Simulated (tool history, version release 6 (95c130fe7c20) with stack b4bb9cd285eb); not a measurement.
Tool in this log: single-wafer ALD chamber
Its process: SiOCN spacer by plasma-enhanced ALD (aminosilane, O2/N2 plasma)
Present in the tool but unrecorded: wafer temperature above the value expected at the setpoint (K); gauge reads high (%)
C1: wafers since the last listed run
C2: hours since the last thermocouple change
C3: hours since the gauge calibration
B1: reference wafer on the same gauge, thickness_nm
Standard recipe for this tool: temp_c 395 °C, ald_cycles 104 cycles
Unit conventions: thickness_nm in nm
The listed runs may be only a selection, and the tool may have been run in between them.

{"run": 1, "hour": 0.0, "temp_c": 395, "ald_cycles": 104, "C1": 0, "C2": 544.7, "C3": 1692.4, "B1": 6.289, "thickness_nm": 5.978}
{"run": 2, "hour": 71.3, "temp_c": 395, "ald_cycles": 104, "C1": 155, "C2": 616.0, "C3": 1763.7, "B1": 6.29, "thickness_nm": 5.95}
{"run": 3, "hour": 109.6, "temp_c": 395, "ald_cycles": 104, "C1": 83, "C2": 654.3, "C3": 1802.0, "B1": 6.287, "thickness_nm": 5.972}
{"run": 4, "hour": 137.2, "temp_c": 395, "ald_cycles": 104, "C1": 60, "C2": 681.9, "C3": 1829.6, "B1": 6.289, "thickness_nm": 5.974}
{"run": 5, "hour": 166.5, "temp_c": 395, "ald_cycles": 104, "C1": 63, "C2": 711.2, "C3": 1858.9, "B1": 6.291, "thickness_nm": 5.977}
{"hour": 169.0, "done": "gauge calibrated"}
{"run": 6, "hour": 203.4, "temp_c": 384, "ald_cycles": 104, "C1": 80, "C2": 748.1, "C3": 34.4, "B1": 6.287, "thickness_nm": 5.945}
{"run": 7, "hour": 242.7, "temp_c": 386, "ald_cycles": 104, "C1": 85, "C2": 787.4, "C3": 73.7, "B1": 6.29, "thickness_nm": 5.936}
{"run": 8, "hour": 291.3, "temp_c": 386, "ald_cycles": 104, "C1": 105, "C2": 836.0, "C3": 122.3, "B1": 6.293, "thickness_nm": 5.963}
{"run": 9, "hour": 345.1, "temp_c": 386, "ald_cycles": 104, "C1": 117, "C2": 889.8, "C3": 176.1, "B1": 6.289, "thickness_nm": 5.956}
{"run": 10, "hour": 383.4, "temp_c": 398, "ald_cycles": 104, "C1": 83, "C2": 928.1, "C3": 214.4, "B1": 6.288, "thickness_nm": 5.946}
{"run": 11, "hour": 415.3, "temp_c": 398, "ald_cycles": 104, "C1": 69, "C2": 960.0, "C3": 246.3, "B1": 6.287, "thickness_nm": 5.999}
{"run": 12, "hour": 472.9, "temp_c": 398, "ald_cycles": 104, "C1": 125, "C2": 1017.6, "C3": 303.9, "B1": 6.29, "thickness_nm": 5.955}
{"run": 13, "hour": 515.0, "temp_c": 395, "ald_cycles": 104, "C1": 91, "C2": 1059.7, "C3": 346.0, "B1": 6.292, "thickness_nm": 5.948}
{"run": 14, "hour": 560.9, "temp_c": 395, "ald_cycles": 104, "C1": 100, "C2": 1105.6, "C3": 391.9, "B1": 6.291, "thickness_nm": 5.981}
{"run": 15, "hour": 628.0, "temp_c": 395, "ald_cycles": 92, "C1": 146, "C2": 1172.7, "C3": 459.0, "B1": 6.289, "thickness_nm": 5.285}
{"run": 16, "hour": 691.7, "temp_c": 395, "ald_cycles": 92, "C1": 138, "C2": 1236.4, "C3": 522.7, "B1": 6.291, "thickness_nm": 5.277}
{"run": 17, "hour": 721.9, "temp_c": 395, "ald_cycles": 104, "C1": 65, "C2": 1266.6, "C3": 552.9, "B1": 6.292, "thickness_nm": 5.97}
{"run": 18, "hour": 747.8, "temp_c": 395, "ald_cycles": 104, "C1": 56, "C2": 1292.5, "C3": 578.8, "B1": 6.293, "thickness_nm": 5.962}
{"hour": 758.0, "done": "thermocouple changed; heater temperature recalibrated"}
{"run": 19, "hour": 772.2, "temp_c": 395, "ald_cycles": 104, "C1": 35, "C2": 14.2, "C3": 603.2, "B1": 6.287, "thickness_nm": 5.956}
{"run": 20, "hour": 820.2, "temp_c": 395, "ald_cycles": 104, "C1": 104, "C2": 62.2, "C3": 651.2, "B1": 6.288, "thickness_nm": 5.962}
{"run": 21, "hour": 866.1, "temp_c": 405, "ald_cycles": 104, "C1": 100, "C2": 108.1, "C3": 697.1, "B1": 6.29, "thickness_nm": 5.878}
{"run": 22, "hour": 910.1, "temp_c": 395, "ald_cycles": 104, "C1": 95, "C2": 152.1, "C3": 741.1, "B1": 6.291, "thickness_nm": 5.953}
{"run": 23, "hour": 937.8, "temp_c": 395, "ald_cycles": 104, "C1": 60, "C2": 179.8, "C3": 768.8, "B1": 6.291, "thickness_nm": 5.956}
{"run": 24, "hour": 970.2, "temp_c": 403, "ald_cycles": 104, "C1": 70, "C2": 212.2, "C3": 801.2, "B1": 6.285, "thickness_nm": 5.941}
{"run": 25, "hour": 1039.9, "temp_c": 395, "ald_cycles": 104, "C1": 151, "C2": 281.9, "C3": 870.9, "B1": 6.29, "thickness_nm": 5.969}
{"run": 26, "hour": 1099.6, "temp_c": 395, "ald_cycles": 104, "C1": 130, "C2": 341.6, "C3": 930.6, "B1": 6.288, "thickness_nm": 5.957}
{"run": 27, "hour": 1133.9, "temp_c": 395, "ald_cycles": 104, "C1": 74, "C2": 375.9, "C3": 964.9, "B1": 6.29, "thickness_nm": 5.953}
{"run": 28, "hour": 1200.8, "temp_c": 395, "ald_cycles": 104, "C1": 145, "C2": 442.8, "C3": 1031.8, "B1": 6.291, "thickness_nm": 5.955}
{"run": 29, "hour": 1247.0, "temp_c": 386, "ald_cycles": 116, "C1": 100, "C2": 489.0, "C3": 1078.0, "B1": 6.291, "thickness_nm": 6.639}
{"run": 30, "hour": 1284.2, "temp_c": 384, "ald_cycles": 104, "C1": 81, "C2": 526.2, "C3": 1115.2, "B1": 6.295, "thickness_nm": 5.956}
{"run": 31, "hour": 1312.0, "temp_c": 388, "ald_cycles": 104, "C1": 60, "C2": 554.0, "C3": 1143.0, "B1": 6.291, "thickness_nm": 5.955}
{"run": 32, "hour": 1367.7, "temp_c": 387, "ald_cycles": 84, "C1": 121, "C2": 609.7, "C3": 1198.7, "B1": 6.29, "thickness_nm": 4.807}

Predict the results of run 33:
{"run": 33, "hour": 1414.3, "temp_c": 395, "ald_cycles": 104, "C1": 101, "C2": 656.3, "C3": 1245.3, "B1": "?", "thickness_nm": "?"}

{"run 33": {"B1": 6.291, "thickness_nm": 5.965}}
Minus the tool's unlogged condition, the same run would have read thickness_nm 5.965 nm.
